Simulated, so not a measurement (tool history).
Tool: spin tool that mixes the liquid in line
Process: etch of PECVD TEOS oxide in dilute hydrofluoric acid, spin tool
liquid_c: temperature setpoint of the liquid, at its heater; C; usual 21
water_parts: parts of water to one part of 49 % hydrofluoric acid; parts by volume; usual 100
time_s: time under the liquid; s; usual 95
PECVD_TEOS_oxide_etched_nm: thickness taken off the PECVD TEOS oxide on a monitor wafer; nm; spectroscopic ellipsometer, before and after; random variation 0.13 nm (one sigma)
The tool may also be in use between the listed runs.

run,hour,liquid_c,water_parts,time_s,"read-back film thickness of the PECVD TEOS oxide reference wafer, read on the same gauge (nm)",PECVD_TEOS_oxide_etched_nm
1,0,21,100,95,30.02,15.14
2,8.2,21,100,95,30.04,15.36
3,25.8,21,100,95,29.99,15.4
4,41.4,21,100,95,29.98,15.06
5,57.1,21,100,95,29.98,15.45
6,72.4,21,100,95,30.02,15.12
# hour 85.5: gauge calibrated
7,87.6,24.5,100,125,30.01,23.03
8,99.6,24.5,100,125,29.97,23.22
9,109.6,24.5,100,125,30,23.09
10,124.3,19,130,95,30.03,10.46
11,136.1,18,50,110,30.02,33.34
12,148.1,23,150,150,30.03,16.43
13,156,21,120,75,29.99,9.84
# hour 160.8: thermometer replaced
14,173.3,21,125,135,30.04,16.85
# hour 174.9: hydrofluoric acid flow meter replaced
15,188.6,21,100,95,29.99,15.08
16,202.8,21,100,95,30.01,15.29

Run 17 comes next. What will it give?
17,212,21,100,95,?,?

Run 17 gave read-back film thickness of the PECVD TEOS oxide reference wafer, read on the same gauge (nm) 30.06, PECVD_TEOS_oxide_etched_nm 15.43 nm.
Without the tool's hidden state the same run would have given PECVD_TEOS_oxide_etched_nm 15.43 nm.

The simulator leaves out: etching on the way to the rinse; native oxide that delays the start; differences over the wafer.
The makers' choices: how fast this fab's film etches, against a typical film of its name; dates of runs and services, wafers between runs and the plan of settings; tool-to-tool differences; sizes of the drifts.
